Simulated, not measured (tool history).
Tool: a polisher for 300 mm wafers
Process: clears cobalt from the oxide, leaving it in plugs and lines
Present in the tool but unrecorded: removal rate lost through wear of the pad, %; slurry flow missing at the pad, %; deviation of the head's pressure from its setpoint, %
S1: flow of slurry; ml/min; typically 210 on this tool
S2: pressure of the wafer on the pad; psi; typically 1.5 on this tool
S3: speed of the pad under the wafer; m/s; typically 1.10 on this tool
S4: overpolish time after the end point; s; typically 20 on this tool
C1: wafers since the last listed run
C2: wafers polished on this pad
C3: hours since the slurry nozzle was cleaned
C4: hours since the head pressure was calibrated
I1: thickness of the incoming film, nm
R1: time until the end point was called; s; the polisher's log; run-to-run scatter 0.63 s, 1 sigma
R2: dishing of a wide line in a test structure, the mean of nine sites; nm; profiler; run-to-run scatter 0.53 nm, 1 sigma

run,hour,S1,S2,S3,S4,C1,C2,C3,C4,I1,R1,R2
1,0.0,210,1.7,1.18,20,0,1052,426.1,837.0,167.5,33.0,42.1
2,86.1,210,1.7,1.18,20,1279,2332,512.2,923.1,169.7,34.1,42.1
3,101.9,210,1.5,1.10,20,234,2567,528.0,938.9,168.2,41.1,39.5
# hour 163.9: slurry nozzle cleaned
4,173.3,210,1.5,1.10,20,1046,3613,9.4,1010.3,169.9,42.5,38.7
# hour 195.4: worn pad replaced by a new one
5,195.9,210,1.5,1.10,20,276,7,32.0,1032.9,173.3,37.9,39.8
6,230.1,210,1.5,1.10,20,508,515,66.2,1067.1,167.7,38.8,41.1
7,257.7,210,1.5,1.10,20,410,925,93.8,1094.7,169.8,40.2,40.6
# hour 273.7: head pressure recalibrated
8,274.2,210,1.5,1.20,20,215,1141,110.3,0.5,168.7,37.2,41.4
9,297.1,210,1.5,1.20,20,340,1481,133.2,23.4,166.5,36.7,41.1
10,314.9,210,1.5,1.20,20,264,1746,151.0,41.2,171.4,37.0,41.2
11,335.2,210,1.5,1.10,20,301,2048,171.3,61.5,169.3,38.7,39.2
12,350.0,210,1.5,1.10,20,220,2268,186.1,76.3,170.2,41.0,39.5
13,366.7,210,1.5,1.10,20,248,2516,202.8,93.0,169.7,40.4,38.9
14,394.3,210,1.5,0.76,31,410,2926,230.4,120.6,172.1,57.1,40.8
15,419.2,210,1.3,1.10,30,370,3297,255.3,145.5,167.5,47.3,44.3
# hour 435.0: worn pad replaced by a new one
16,443.8,245,1.3,1.10,20,306,131,279.9,170.1,169.8,41.7,38.7
17,471.8,255,1.2,1.10,20,416,547,307.9,198.1,172.4,47.4,37.8
18,486.9,210,1.5,1.10,20,224,771,323.0,213.2,170.4,39.0,39.8
19,583.1,210,1.5,0.94,20,1430,2202,419.2,309.4,169.9,45.9,37.5
20,612.8,210,1.0,1.10,20,441,2643,448.9,339.1,171.3,62.1,33.0
21,636.0,210,1.5,1.24,20,344,2988,472.1,362.3,170.0,38.1,40.9
22,653.6,210,1.7,0.96,20,261,3250,489.7,379.9,168.8,42.7,40.7
# hour 687.9: worn pad replaced by a new one
23,753.0,210,1.3,0.78,13,1418,968,589.1,479.3,167.6,61.0,24.7
# hour 794.8: slurry nozzle cleaned
24,800.7,210,1.7,1.10,20,694,1662,5.9,527.0,168.2,36.2,42.5
25,830.6,265,1.5,1.10,32,444,2107,35.8,556.9,168.1,39.4,46.1
26,860.3,210,1.8,1.10,20,441,2548,65.5,586.6,170.1,35.0,43.3
27,875.1,210,1.5,1.10,20,220,2768,80.3,601.4,169.5,40.5,39.6
28,906.5,210,1.1,1.28,12,466,3235,111.7,632.8,168.5,50.9,26.7
29,941.2,210,1.5,1.10,20,515,3751,146.4,667.5,169.8,42.6,39.6
# hour 946.1: worn pad replaced by a new one
30,971.0,265,1.9,1.26,14,383,370,176.2,697.3,169.9,27.3,40.5
31,985.1,210,1.5,0.82,20,209,579,190.3,711.4,168.8,50.8,36.2
32,1015.4,210,1.9,1.28,20,450,1030,220.6,741.7,171.1,27.4,44.8
33,1035.9,145,1.1,1.10,29,304,1335,241.1,762.2,171.0,57.5,41.1
34,1055.9,210,1.5,1.10,20,297,1632,261.1,782.2,169.8,40.5,39.9
35,1077.0,210,1.5,1.10,20,313,1946,282.2,803.3,171.2,40.9,39.1

Take each entry between the runs: how does the hidden state at the last listed run before it differ from the hidden state at the first listed run after it?
Between runs 3 and 4: slurry nozzle cleaned (hour 163.9)
  removal rate lost through wear of the pad, %: 8.52 -> 11.8
  measured value less the no-hidden-state value, R1: +3.5 -> +5.0 s; R2: -1.4 -> -2.0 nm
Between runs 4 and 5: worn pad replaced by a new one (hour 195.4)
  removal rate lost through wear of the pad, %: 11.8 -> 0.183
  measured value less the no-hidden-state value, R1: +5.0 -> +0.1 s; R2: -2.0 -> +0.0 nm
Between runs 7 and 8: head pressure recalibrated (hour 273.7)
  removal rate lost through wear of the pad, %: 3.05 -> 3.82
  measured value less the no-hidden-state value, R1: +1.2 -> +1.4 s; R2: -0.5 -> -0.6 nm
Between runs 15 and 16: worn pad replaced by a new one (hour 435.0)
  removal rate lost through wear of the pad, %: 10.6 -> 0.721
  measured value less the no-hidden-state value, R1: +5.0 -> +0.3 s; R2: -1.5 -> -0.1 nm
Between runs 22 and 23: worn pad replaced by a new one (hour 687.9)
  removal rate lost through wear of the pad, %: 10.5 -> 4.31
  measured value less the no-hidden-state value, R1: +4.5 -> +2.7 s; R2: -1.8 -> -0.8 nm
Between runs 23 and 24: slurry nozzle cleaned (hour 794.8)
  removal rate lost through wear of the pad, %: 4.31 -> 6.53
  measured value less the no-hidden-state value, R1: +2.7 -> +2.4 s; R2: -0.8 -> -1.0 nm
Between runs 29 and 30: worn pad replaced by a new one (hour 946.1)
  removal rate lost through wear of the pad, %: 13.1 -> 3.15
  measured value less the no-hidden-state value, R1: +5.6 -> +0.9 s; R2: -2.3 -> -0.5 nm
